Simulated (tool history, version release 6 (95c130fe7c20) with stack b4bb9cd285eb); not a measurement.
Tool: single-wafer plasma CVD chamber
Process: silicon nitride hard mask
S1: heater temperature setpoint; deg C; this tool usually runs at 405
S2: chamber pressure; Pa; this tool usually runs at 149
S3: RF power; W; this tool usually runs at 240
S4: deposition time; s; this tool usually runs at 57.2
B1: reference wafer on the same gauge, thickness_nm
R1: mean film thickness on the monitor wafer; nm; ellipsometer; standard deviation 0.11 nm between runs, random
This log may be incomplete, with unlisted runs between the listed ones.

{"run": 1, "hour": 0.0, "S1": 397, "S2": 149, "S3": 240, "S4": 57.2, "B1": 39.203, "R1": 47.168}
{"run": 2, "hour": 35.6, "S1": 405, "S2": 179, "S3": 255, "S4": 57.2, "B1": 39.204, "R1": 51.951}
{"run": 3, "hour": 67.8, "S1": 405, "S2": 179, "S3": 255, "S4": 57.2, "B1": 39.19, "R1": 51.837}
{"run": 4, "hour": 81.1, "S1": 405, "S2": 179, "S3": 255, "S4": 57.2, "B1": 39.205, "R1": 51.99}
{"run": 5, "hour": 114.2, "S1": 414, "S2": 149, "S3": 240, "S4": 57.2, "B1": 39.228, "R1": 46.699}
{"run": 6, "hour": 136.9, "S1": 414, "S2": 149, "S3": 240, "S4": 57.2, "B1": 39.211, "R1": 46.703}
{"run": 7, "hour": 219.6, "S1": 414, "S2": 149, "S3": 240, "S4": 57.2, "B1": 39.202, "R1": 46.803}
{"run": 8, "hour": 254.8, "S1": 405, "S2": 149, "S3": 240, "S4": 57.2, "B1": 39.214, "R1": 46.902}
{"run": 9, "hour": 287.5, "S1": 405, "S2": 149, "S3": 240, "S4": 57.2, "B1": 39.197, "R1": 46.776}
{"run": 10, "hour": 319.8, "S1": 405, "S2": 149, "S3": 225, "S4": 57.2, "B1": 39.208, "R1": 44.584}
{"run": 11, "hour": 350.4, "S1": 405, "S2": 149, "S3": 220, "S4": 57.2, "B1": 39.181, "R1": 43.737}
{"run": 12, "hour": 379.8, "S1": 405, "S2": 149, "S3": 240, "S4": 57.2, "B1": 39.213, "R1": 46.895}
{"run": 13, "hour": 397.4, "S1": 397, "S2": 123, "S3": 255, "S4": 50.2, "B1": 39.194, "R1": 40.829}
{"run": 14, "hour": 429.8, "S1": 405, "S2": 179, "S3": 255, "S4": 57.2, "B1": 39.207, "R1": 52.145}
{"run": 15, "hour": 450.8, "S1": 412, "S2": 167, "S3": 265, "S4": 62, "B1": 39.189, "R1": 56.577}
{"run": 16, "hour": 464.0, "S1": 405, "S2": 119, "S3": 205, "S4": 67.5, "B1": 39.218, "R1": 45.06}
{"run": 17, "hour": 487.4, "S1": 400, "S2": 135, "S3": 270, "S4": 52.8, "B1": 39.197, "R1": 46.196}
{"run": 18, "hour": 509.2, "S1": 405, "S2": 149, "S3": 240, "S4": 57.2, "B1": 39.189, "R1": 47.025}
{"run": 19, "hour": 524.4, "S1": 395, "S2": 136, "S3": 240, "S4": 61, "B1": 39.16, "R1": 48.892}

Between the runs listed above, the log contained 5 entries, not reproduced here. Where in the sequence does each belong, and how does what the log doesn't record of the tool's condition differ from the listed run before to the listed run after?
Run 6 -> run 7: thermocouple changed; heater temperature recalibrated (hour 176.9); capacitance manometer re-zeroed and calibrated (hour 201.7); gauge calibrated (hour 207.3)
  the hidden state is the same at both runs
Run 7 -> run 8: RF generator calibrated (hour 237.5)
  the hidden state is the same at both runs
Run 8 -> run 9: showerhead replaced (hour 264.1)
  the hidden state is the same at both runs
